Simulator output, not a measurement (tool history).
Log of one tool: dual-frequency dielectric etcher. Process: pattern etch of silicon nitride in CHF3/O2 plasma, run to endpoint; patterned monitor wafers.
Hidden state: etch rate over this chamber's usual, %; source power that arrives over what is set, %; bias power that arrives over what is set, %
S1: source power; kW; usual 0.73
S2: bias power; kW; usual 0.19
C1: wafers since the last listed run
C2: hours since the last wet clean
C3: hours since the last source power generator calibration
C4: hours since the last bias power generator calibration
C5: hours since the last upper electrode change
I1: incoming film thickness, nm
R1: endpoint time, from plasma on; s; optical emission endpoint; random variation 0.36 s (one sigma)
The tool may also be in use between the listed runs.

Run 1, hour 0: usual settings but S2 0.157 kW; C1 0; C2 188.4; C3 4493; C4 2302.5; C5 3237.3; I1 105.5. Result: R1 64.9 s.
Run 2, hour 117.6: usual settings but S2 0.157 kW; C1 1401; C2 306; C3 4610.6; C4 2420.1; C5 3354.9; I1 104.8. Result: R1 64.8 s.
Run 3, hour 170.7: usual settings; C1 632; C2 359.1; C3 4663.7; C4 2473.2; C5 3408; I1 107. Result: R1 60.2 s.
Run 4, hour 229.4: usual settings; C1 699; C2 417.8; C3 4722.4; C4 2531.9; C5 3466.7; I1 106. Result: R1 60 s.
At hour 274.2: wet clean of the chamber.
Run 5, hour 335.7: usual settings but S2 0.217 kW; C1 980; C2 61.5; C3 4828.7; C4 2638.2; C5 3573; I1 105.5. Result: R1 57.1 s.
Run 6, hour 420: usual settings but S2 0.217 kW; C1 1004; C2 145.8; C3 4913; C4 2722.5; C5 3657.3; I1 105.9. Result: R1 57.1 s.
At hour 465.2: bias power generator calibrated.
Run 7, hour 467: usual settings but S2 0.217 kW; C1 512; C2 192.8; C3 4960; C4 1.8; C5 3704.3; I1 105.5. Result: R1 56.7 s.
Run 8, hour 507.1: usual settings but S2 0.156 kW; C1 477; C2 232.9; C3 5000.1; C4 41.9; C5 3744.4; I1 105.7. Result: R1 64.8 s.
Run 9, hour 585.1: usual settings but S1 0.88 kW, S2 0.168 kW; C1 929; C2 310.9; C3 5078.1; C4 119.9; C5 3822.4; I1 106.6. Result: R1 60.3 s.
At hour 635.5: wet clean of the chamber.
At hour 653.1: source power generator calibrated.
Run 10, hour 662.9: usual settings but S1 0.81 kW; C1 593; C2 27.4; C3 9.8; C4 197.7; C5 3900.2; I1 105.6. Result: R1 58.2 s.
Run 11, hour 723.8: usual settings but S1 0.83 kW; C1 725; C2 88.3; C3 70.7; C4 258.6; C5 3961.1; I1 106. Result: R1 58.1 s.
At hour 773.1: upper electrode replaced.
Run 12, hour 824.7: usual settings but S1 0.86 kW, S2 0.165 kW; C1 916; C2 189.2; C3 171.6; C4 359.5; C5 51.6; I1 105.8. Result: R1 61 s.
Run 13, hour 930: usual settings; C1 1254; C2 294.5; C3 276.9; C4 464.8; C5 156.9; I1 105.8. Result: R1 60.6 s.
At hour 982.5: wet clean of the chamber.
Run 14, hour 1021.1: usual settings but S1 0.83 kW, S2 0.172 kW; C1 799; C2 38.6; C3 368; C4 555.9; C5 248; I1 105.4. Result: R1 59.9 s.
Run 15, hour 1113.3: usual settings but S1 0.63 kW, S2 0.226 kW; C1 1098; C2 130.8; C3 460.2; C4 648.1; C5 340.2; I1 104.6. Result: R1 58.8 s.
Run 16, hour 1198.2: usual settings but S2 0.217 kW; C1 1011; C2 215.7; C3 545.1; C4 733; C5 425.1; I1 105.5. Result: R1 57 s.
Run 17, hour 1268.3: usual settings but S1 0.56 kW, S2 0.219 kW; C1 835; C2 285.8; C3 615.2; C4 803.1; C5 495.2; I1 106.1. Result: R1 62.1 s.

The tool's hidden state at each run:
etch rate over this chamber's usual, %: 0 in every run
source power that arrives over what is set, %: 0 in every run
bias power that arrives over what is set, %: 0 in every run
